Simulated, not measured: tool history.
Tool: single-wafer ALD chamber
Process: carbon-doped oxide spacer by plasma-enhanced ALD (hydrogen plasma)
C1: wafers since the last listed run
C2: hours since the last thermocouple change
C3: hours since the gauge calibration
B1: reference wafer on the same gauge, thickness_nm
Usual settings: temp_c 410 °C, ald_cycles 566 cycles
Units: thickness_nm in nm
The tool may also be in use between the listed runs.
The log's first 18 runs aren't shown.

run 19 day=19.125 | temp_c=420 ald_cycles=566 | C1=21 C2=90.0 C3=89.7 | B1=31.210 | thickness_nm=27.534
run 20 day=19.679 | temp_c=415 ald_cycles=609 | C1=12 C2=103.3 C3=103.0 | B1=31.231 | thickness_nm=29.954
run 21 day=21.000 | temp_c=410 ald_cycles=566 | C1=29 C2=135.0 C3=134.7 | B1=31.186 | thickness_nm=28.279
run 22 day=21.792 | temp_c=417 ald_cycles=478 | C1=17 C2=154.0 C3=153.7 | B1=31.197 | thickness_nm=23.370
run 23 day=22.754 | temp_c=405 ald_cycles=489 | C1=21 C2=177.1 C3=176.8 | B1=31.211 | thickness_nm=24.689
run 24 day=23.383 | temp_c=422 ald_cycles=494 | C1=14 C2=192.2 C3=191.9 | B1=31.215 | thickness_nm=23.931
run 25 day=24.712 | temp_c=416 ald_cycles=566 | C1=30 C2=224.1 C3=223.8 | B1=31.220 | thickness_nm=27.729
run 26 day=26.054 | temp_c=410 ald_cycles=566 | C1=30 C2=256.3 C3=256.0 | B1=31.215 | thickness_nm=28.224
run 27 day=26.896 | temp_c=417 ald_cycles=464 | C1=19 C2=276.5 C3=276.2 | B1=31.210 | thickness_nm=22.675
run 28 day=27.617 | temp_c=410 ald_cycles=566 | C1=16 C2=293.8 C3=293.5 | B1=31.200 | thickness_nm=28.126
run 29 day=29.088 | temp_c=421 ald_cycles=470 | C1=33 C2=329.1 C3=328.8 | B1=31.203 | thickness_nm=22.652
run 30 day=29.854 | temp_c=415 ald_cycles=645 | C1=17 C2=347.5 C3=347.2 | B1=31.204 | thickness_nm=31.541
run 31 day=30.604 | temp_c=410 ald_cycles=598 | C1=16 C2=365.5 C3=365.2 | B1=31.192 | thickness_nm=29.747
run 32 day=31.192 | temp_c=404 ald_cycles=566 | C1=13 C2=379.6 C3=379.3 | B1=31.182 | thickness_nm=28.715
run 33 day=31.950 | temp_c=410 ald_cycles=566 | C1=17 C2=397.8 C3=397.5 | B1=31.200 | thickness_nm=28.153
run 34 day=32.725 | temp_c=410 ald_cycles=566 | C1=17 C2=416.4 C3=416.1 | B1=31.206 | thickness_nm=28.190
run 35 day=33.429 | temp_c=410 ald_cycles=623 | C1=15 C2=433.3 C3=433.0 | B1=31.196 | thickness_nm=30.848
run 36 day=34.792 | temp_c=404 ald_cycles=641 | C1=30 C2=466.0 C3=465.7 | B1=31.198 | thickness_nm=32.197

4 ways to go on from here, each from the tool as it stands after run 36. What would each give?
run A day=34.846 | temp_c=406 ald_cycles=566 | C1=1 C2=467.3 C3=467.0 | B1=? | thickness_nm=?
run B day=34.846 | temp_c=415 ald_cycles=653 | C1=1 C2=467.3 C3=467.0 | B1=? | thickness_nm=?
run C day=34.846 | temp_c=410 ald_cycles=513 | C1=1 C2=467.3 C3=467.0 | B1=? | thickness_nm=?
run D day=34.846 | temp_c=402 ald_cycles=470 | C1=1 C2=467.3 C3=467.0 | B1=? | thickness_nm=?

run=A B1=31.198 thickness_nm=28.474
run=B B1=31.198 thickness_nm=32.047
run=C B1=31.198 thickness_nm=25.527
run=D B1=31.198 thickness_nm=23.901
Without the tool's hidden state the same runs would have given:
run=A thickness_nm=28.748
run=B thickness_nm=32.363
run=C thickness_nm=25.776
run=D thickness_nm=24.129
